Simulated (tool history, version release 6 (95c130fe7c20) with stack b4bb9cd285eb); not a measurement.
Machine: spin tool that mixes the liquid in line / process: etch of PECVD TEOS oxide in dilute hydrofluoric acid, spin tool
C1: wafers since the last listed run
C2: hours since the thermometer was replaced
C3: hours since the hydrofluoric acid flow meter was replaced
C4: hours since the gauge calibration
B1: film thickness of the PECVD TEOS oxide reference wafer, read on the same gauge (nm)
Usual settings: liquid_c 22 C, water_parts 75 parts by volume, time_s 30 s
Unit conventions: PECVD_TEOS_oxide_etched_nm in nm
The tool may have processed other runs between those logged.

Run 1, hour 0: usual settings but liquid_c 19.5 C; C1 0; C2 2347; C3 108.6; C4 741.1; B1 140.01. Result: PECVD_TEOS_oxide_etched_nm 4.38 nm.
Run 2, hour 71.6: usual settings but liquid_c 19.5 C; C1 857; C2 2418.6; C3 180.2; C4 812.7; B1 140.01. Result: PECVD_TEOS_oxide_etched_nm 4.27 nm.
Run 3, hour 113.5: usual settings but liquid_c 19.5 C; C1 501; C2 2460.5; C3 222.1; C4 854.6; B1 140.01. Result: PECVD_TEOS_oxide_etched_nm 4.36 nm.
Run 4, hour 157.4: usual settings; C1 525; C2 2504.4; C3 266; C4 898.5; B1 140.01. Result: PECVD_TEOS_oxide_etched_nm 4.82 nm.
Run 5, hour 185.8: usual settings but water_parts 65 parts by volume; C1 339; C2 2532.8; C3 294.4; C4 926.9; B1 140.01. Result: PECVD_TEOS_oxide_etched_nm 5.55 nm.
Run 6, hour 257.2: usual settings but water_parts 65 parts by volume; C1 854; C2 2604.2; C3 365.8; C4 998.3; B1 140.01. Result: PECVD_TEOS_oxide_etched_nm 5.6 nm.
Run 7, hour 295.3: usual settings; C1 456; C2 2642.3; C3 403.9; C4 1036.4; B1 140.03. Result: PECVD_TEOS_oxide_etched_nm 4.82 nm.
Run 8, hour 327.5: usual settings; C1 385; C2 2674.5; C3 436.1; C4 1068.6; B1 140.01. Result: PECVD_TEOS_oxide_etched_nm 4.8 nm.
Run 9, hour 358: usual settings; C1 365; C2 2705; C3 466.6; C4 1099.1; B1 140.02. Result: PECVD_TEOS_oxide_etched_nm 4.8 nm.
Run 10, hour 382.9: usual settings but liquid_c 25 C, water_parts 95 parts by volume; C1 298; C2 2729.9; C3 491.5; C4 1124; B1 139.96. Result: PECVD_TEOS_oxide_etched_nm 4.15 nm.
Run 11, hour 429.3: usual settings but time_s 25 s; C1 555; C2 2776.3; C3 537.9; C4 1170.4; B1 140. Result: PECVD_TEOS_oxide_etched_nm 4.01 nm.
Run 12, hour 494.2: usual settings but time_s 25 s; C1 776; C2 2841.2; C3 602.8; C4 1235.3; B1 139.98. Result: PECVD_TEOS_oxide_etched_nm 3.9 nm.
Run 13, hour 542.5: usual settings but time_s 25 s; C1 578; C2 2889.5; C3 651.1; C4 1283.6; B1 139.98. Result: PECVD_TEOS_oxide_etched_nm 3.96 nm.
Run 14, hour 576.3: usual settings but time_s 40 s; C1 404; C2 2923.3; C3 684.9; C4 1317.4; B1 139.99. Result: PECVD_TEOS_oxide_etched_nm 6.28 nm.
Run 15, hour 609.5: usual settings but time_s 40 s; C1 397; C2 2956.5; C3 718.1; C4 1350.6; B1 139.98. Result: PECVD_TEOS_oxide_etched_nm 6.24 nm.
At hour 619.2: gauge calibrated.
Run 16, hour 672.6: usual settings but liquid_c 23.5 C, time_s 50 s; C1 755; C2 3019.6; C3 781.2; C4 53.4; B1 139.99. Result: PECVD_TEOS_oxide_etched_nm 8.33 nm.
At hour 729.3: thermometer replaced.
Run 17, hour 761: usual settings but water_parts 90 parts by volume, time_s 50 s; C1 1046; C2 31.7; C3 869.6; C4 141.8; B1 140. Result: PECVD_TEOS_oxide_etched_nm 7.08 nm.
Run 18, hour 803.5: usual settings but water_parts 35 parts by volume; C1 508; C2 74.2; C3 912.1; C4 184.3; B1 139.98. Result: PECVD_TEOS_oxide_etched_nm 11.6 nm.
Run 19, hour 854: usual settings but liquid_c 20 C, water_parts 55 parts by volume; C1 604; C2 124.7; C3 962.6; C4 234.8; B1 140.02. Result: PECVD_TEOS_oxide_etched_nm 6.81 nm.
Run 20, hour 893.2: usual settings but liquid_c 20 C, time_s 15 s; C1 469; C2 163.9; C3 1001.8; C4 274; B1 140. Result: PECVD_TEOS_oxide_etched_nm 2.43 nm.
Run 21, hour 951.3: usual settings but liquid_c 18.5 C, water_parts 50 parts by volume, time_s 15 s; C1 695; C2 222; C3 1059.9; C4 332.1; B1 139.98. Result: PECVD_TEOS_oxide_etched_nm 3.44 nm.
Run 22, hour 991.5: usual settings but liquid_c 20.5 C, water_parts 90 parts by volume, time_s 15 s; C1 481; C2 262.2; C3 1100.1; C4 372.3; B1 140. Result: PECVD_TEOS_oxide_etched_nm 2.01 nm.
At hour 1023: hydrofluoric acid flow meter replaced.
Run 23, hour 1039.3: usual settings but liquid_c 24 C, water_parts 40 parts by volume, time_s 50 s; C1 560; C2 310; C3 16.3; C4 420.1; B1 139.99. Result: PECVD_TEOS_oxide_etched_nm 18.25 nm.
Run 24, hour 1249.8: usual settings but liquid_c 25.5 C, water_parts 55 parts by volume, time_s 15 s; C1 2519; C2 520.5; C3 226.8; C4 630.6; B1 140. Result: PECVD_TEOS_oxide_etched_nm 4.14 nm.
Run 25, hour 1296.2: usual settings; C1 555; C2 566.9; C3 273.2; C4 677; B1 139.98. Result: PECVD_TEOS_oxide_etched_nm 5.05 nm.
Run 26, hour 1345.5: usual settings; C1 590; C2 616.2; C3 322.5; C4 726.3; B1 140. Result: PECVD_TEOS_oxide_etched_nm 5.07 nm.
Run 27, hour 1387.8: usual settings but liquid_c 20 C, time_s 50 s; C1 506; C2 658.5; C3 364.8; C4 768.6; B1 140.01. Result: PECVD_TEOS_oxide_etched_nm 7.91 nm.
Run 28, hour 1456.9: usual settings; C1 827; C2 727.6; C3 433.9; C4 837.7; B1 139.98. Result: PECVD_TEOS_oxide_etched_nm 5.15 nm.
Run 29, hour 1488.6: usual settings; C1 379; C2 759.3; C3 465.6; C4 869.4; B1 140. Result: PECVD_TEOS_oxide_etched_nm 5.13 nm.
Run 30, hour 1550.6: usual settings but water_parts 85 parts by volume, time_s 15 s; C1 742; C2 821.3; C3 527.6; C4 931.4; B1 140.01. Result: PECVD_TEOS_oxide_etched_nm 2.27 nm.

Consider 4 possible next runs. They are alternatives, not a sequence: every one starts from the tool as it was left by run 30. What does each give?
Run A, hour 1551: usual settings; C1 4; C2 821.7; C3 528; C4 931.8; B1 ?. Result: PECVD_TEOS_oxide_etched_nm ?.
Run B, hour 1551: usual settings but liquid_c 17.5 C, water_parts 65 parts by volume, time_s 15 s; C1 4; C2 821.7; C3 528; C4 931.8; B1 ?. Result: PECVD_TEOS_oxide_etched_nm ?.
Run C, hour 1551: usual settings but liquid_c 23.5 C, water_parts 45 parts by volume, time_s 15 s; C1 4; C2 821.7; C3 528; C4 931.8; B1 ?. Result: PECVD_TEOS_oxide_etched_nm ?.
Run D, hour 1551: usual settings but water_parts 45 parts by volume, time_s 50 s; C1 4; C2 821.7; C3 528; C4 931.8; B1 ?. Result: PECVD_TEOS_oxide_etched_nm ?.

run      B1  PECVD_TEOS_oxide_etched_nm
  A  139.99                        5.09
  B  139.99                        2.46
  C  139.99                        4.69
  D  139.99                       14.67
With the hidden condition removed and each run's random variation left untouched, the same runs would have given:
run  PECVD_TEOS_oxide_etched_nm
  A                        5.27
  B                        2.54
  C                        4.85
  D                       15.19

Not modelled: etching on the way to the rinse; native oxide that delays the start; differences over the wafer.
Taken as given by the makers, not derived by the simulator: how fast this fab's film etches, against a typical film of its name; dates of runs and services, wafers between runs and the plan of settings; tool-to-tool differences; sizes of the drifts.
